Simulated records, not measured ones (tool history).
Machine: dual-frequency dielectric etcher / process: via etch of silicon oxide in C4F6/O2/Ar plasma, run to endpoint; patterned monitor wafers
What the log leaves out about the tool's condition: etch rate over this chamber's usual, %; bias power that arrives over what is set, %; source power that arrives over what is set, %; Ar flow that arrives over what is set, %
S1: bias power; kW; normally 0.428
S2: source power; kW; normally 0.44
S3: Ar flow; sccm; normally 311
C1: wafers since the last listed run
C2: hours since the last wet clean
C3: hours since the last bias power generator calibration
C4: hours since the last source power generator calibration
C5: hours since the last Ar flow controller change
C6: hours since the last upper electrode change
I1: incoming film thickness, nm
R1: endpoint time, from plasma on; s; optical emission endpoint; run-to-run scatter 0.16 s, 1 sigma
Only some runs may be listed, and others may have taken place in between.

{"run": 1, "hour": 0.0, "S1": 0.428, "S2": 0.44, "S3": 293, "C1": 0, "C2": 244.3, "C3": 4747.4, "C4": 2887.2, "C5": 3057, "C6": 4571.6, "I1": 152.8, "R1": 31.6}
{"run": 2, "hour": 21.5, "S1": 0.428, "S2": 0.44, "S3": 293, "C1": 209, "C2": 265.8, "C3": 4768.9, "C4": 2908.7, "C5": 3078.5, "C6": 4593.1, "I1": 155, "R1": 32.1}
{"run": 3, "hour": 44.5, "S1": 0.428, "S2": 0.44, "S3": 311, "C1": 224, "C2": 288.8, "C3": 4791.9, "C4": 2931.7, "C5": 3101.5, "C6": 4616.1, "I1": 153.8, "R1": 31.9}
{"run": 4, "hour": 77.3, "S1": 0.428, "S2": 0.44, "S3": 311, "C1": 319, "C2": 321.6, "C3": 4824.7, "C4": 2964.5, "C5": 3134.3, "C6": 4648.9, "I1": 155.1, "R1": 32.2}
{"run": 5, "hour": 101.2, "S1": 0.428, "S2": 0.44, "S3": 311, "C1": 232, "C2": 345.5, "C3": 4848.6, "C4": 2988.4, "C5": 3158.2, "C6": 4672.8, "I1": 154.6, "R1": 32}
{"run": 6, "hour": 129.7, "S1": 0.428, "S2": 0.44, "S3": 311, "C1": 277, "C2": 374, "C3": 4877.1, "C4": 3016.9, "C5": 3186.7, "C6": 4701.3, "I1": 154.2, "R1": 32}
{"run": 7, "hour": 151.4, "S1": 0.428, "S2": 0.35, "S3": 311, "C1": 211, "C2": 395.7, "C3": 4898.8, "C4": 3038.6, "C5": 3208.4, "C6": 4723, "I1": 154.3, "R1": 33.8}
{"hour": 176.6, "done": "Ar flow controller replaced"}
{"run": 8, "hour": 184.6, "S1": 0.428, "S2": 0.44, "S3": 311, "C1": 264, "C2": 428.9, "C3": 4932, "C4": 3071.8, "C5": 8, "C6": 4756.2, "I1": 154.7, "R1": 31.9}
{"run": 9, "hour": 210.0, "S1": 0.428, "S2": 0.44, "S3": 311, "C1": 247, "C2": 454.3, "C3": 4957.4, "C4": 3097.2, "C5": 33.4, "C6": 4781.6, "I1": 154.7, "R1": 31.7}
{"hour": 251.0, "done": "wet clean of the chamber"}
{"run": 10, "hour": 251.5, "S1": 0.428, "S2": 0.44, "S3": 311, "C1": 170, "C2": 0.5, "C3": 4998.9, "C4": 3138.7, "C5": 74.9, "C6": 4823.1, "I1": 153.7, "R1": 33}
{"run": 11, "hour": 271.0, "S1": 0.428, "S2": 0.44, "S3": 339, "C1": 189, "C2": 20, "C3": 5018.4, "C4": 3158.2, "C5": 94.4, "C6": 4842.6, "I1": 154.9, "R1": 33}
{"hour": 297.0, "done": "upper electrode replaced"}
{"hour": 308.8, "done": "bias power generator calibrated"}
{"run": 12, "hour": 316.2, "S1": 0.428, "S2": 0.49, "S3": 311, "C1": 167, "C2": 65.2, "C3": 7.4, "C4": 3203.4, "C5": 139.6, "C6": 19.2, "I1": 156.1, "R1": 32.3}
{"run": 13, "hour": 363.7, "S1": 0.428, "S2": 0.36, "S3": 268, "C1": 462, "C2": 112.7, "C3": 54.9, "C4": 3250.9, "C5": 187.1, "C6": 66.7, "I1": 157.1, "R1": 34.4}
{"run": 14, "hour": 380.0, "S1": 0.428, "S2": 0.44, "S3": 311, "C1": 158, "C2": 129, "C3": 71.2, "C4": 3267.2, "C5": 203.4, "C6": 83, "I1": 155.5, "R1": 32.9}
{"run": 15, "hour": 415.1, "S1": 0.455, "S2": 0.44, "S3": 373, "C1": 341, "C2": 164.1, "C3": 106.3, "C4": 3302.3, "C5": 238.5, "C6": 118.1, "I1": 155, "R1": 32.6}
{"run": 16, "hour": 450.3, "S1": 0.428, "S2": 0.44, "S3": 337, "C1": 342, "C2": 199.3, "C3": 141.5, "C4": 3337.5, "C5": 273.7, "C6": 153.3, "I1": 154.1, "R1": 32.4}
{"run": 17, "hour": 484.5, "S1": 0.428, "S2": 0.36, "S3": 311, "C1": 333, "C2": 233.5, "C3": 175.7, "C4": 3371.7, "C5": 307.9, "C6": 187.5, "I1": 155.9, "R1": 34.6}
{"run": 18, "hour": 502.6, "S1": 0.329, "S2": 0.52, "S3": 254, "C1": 176, "C2": 251.6, "C3": 193.8, "C4": 3389.8, "C5": 326, "C6": 205.6, "I1": 155.4, "R1": 32.2}
{"hour": 524.7, "done": "source power generator calibrated"}
{"run": 19, "hour": 525.2, "S1": 0.509, "S2": 0.44, "S3": 291, "C1": 181, "C2": 274.2, "C3": 216.4, "C4": 0.5, "C5": 348.6, "C6": 228.2, "I1": 154.5, "R1": 30.7}
{"run": 20, "hour": 557.3, "S1": 0.428, "S2": 0.51, "S3": 258, "C1": 312, "C2": 306.3, "C3": 248.5, "C4": 32.6, "C5": 380.7, "C6": 260.3, "I1": 155.7, "R1": 30.5}
{"run": 21, "hour": 585.3, "S1": 0.481, "S2": 0.38, "S3": 362, "C1": 272, "C2": 334.3, "C3": 276.5, "C4": 60.6, "C5": 408.7, "C6": 288.3, "I1": 154.9, "R1": 32.8}
{"run": 22, "hour": 620.3, "S1": 0.401, "S2": 0.44, "S3": 311, "C1": 340, "C2": 369.3, "C3": 311.5, "C4": 95.6, "C5": 443.7, "C6": 323.3, "I1": 156, "R1": 33.1}
{"run": 23, "hour": 641.8, "S1": 0.335, "S2": 0.41, "S3": 269, "C1": 209, "C2": 390.8, "C3": 333, "C4": 117.1, "C5": 465.2, "C6": 344.8, "I1": 155.9, "R1": 34.1}
{"run": 24, "hour": 657.2, "S1": 0.46, "S2": 0.44, "S3": 338, "C1": 149, "C2": 406.2, "C3": 348.4, "C4": 132.5, "C5": 480.6, "C6": 360.2, "I1": 154.8, "R1": 32}
{"run": 25, "hour": 679.3, "S1": 0.428, "S2": 0.44, "S3": 311, "C1": 215, "C2": 428.3, "C3": 370.5, "C4": 154.6, "C5": 502.7, "C6": 382.3, "I1": 155.5, "R1": 32.2}
{"run": 26, "hour": 691.3, "S1": 0.516, "S2": 0.44, "S3": 338, "C1": 116, "C2": 440.3, "C3": 382.5, "C4": 166.6, "C5": 514.7, "C6": 394.3, "I1": 155.2, "R1": 30.8}
{"run": 27, "hour": 724.7, "S1": 0.428, "S2": 0.44, "S3": 311, "C1": 325, "C2": 473.7, "C3": 415.9, "C4": 200, "C5": 548.1, "C6": 427.7, "I1": 156, "R1": 32}
{"hour": 761.2, "done": "wet clean of the chamber"}
{"run": 28, "hour": 761.7, "S1": 0.428, "S2": 0.44, "S3": 311, "C1": 126, "C2": 0.5, "C3": 452.9, "C4": 237, "C5": 585.1, "C6": 464.7, "I1": 156.1, "R1": 33.2}
{"run": 29, "hour": 786.0, "S1": 0.428, "S2": 0.37, "S3": 311, "C1": 236, "C2": 24.8, "C3": 477.2, "C4": 261.3, "C5": 609.4, "C6": 489, "I1": 155.5, "R1": 34.6}
{"run": 30, "hour": 820.9, "S1": 0.428, "S2": 0.44, "S3": 311, "C1": 339, "C2": 59.7, "C3": 512.1, "C4": 296.2, "C5": 644.3, "C6": 523.9, "I1": 154.4, "R1": 32.6}

Below are 3 alternative next runs, each starting from the tool's condition after run 30. Predict each:
{"run": "A", "hour": 821.3, "S1": 0.428, "S2": 0.48, "S3": 311, "C1": 3, "C2": 60.1, "C3": 512.5, "C4": 296.6, "C5": 644.7, "C6": 524.3, "I1": 154.1, "R1": "?"}
{"run": "B", "hour": 821.3, "S1": 0.49, "S2": 0.47, "S3": 362, "C1": 3, "C2": 60.1, "C3": 512.5, "C4": 296.6, "C5": 644.7, "C6": 524.3, "I1": 154.1, "R1": "?"}
{"run": "C", "hour": 821.3, "S1": 0.482, "S2": 0.44, "S3": 311, "C1": 3, "C2": 60.1, "C3": 512.5, "C4": 296.6, "C5": 644.7, "C6": 524.3, "I1": 154.1, "R1": "?"}

run=A R1=31.8
run=B R1=31.5
run=C R1=31.7
What these runs would have given with no unlogged condition in the tool:
run=A R1=31.9
run=B R1=31.6
run=C R1=31.8
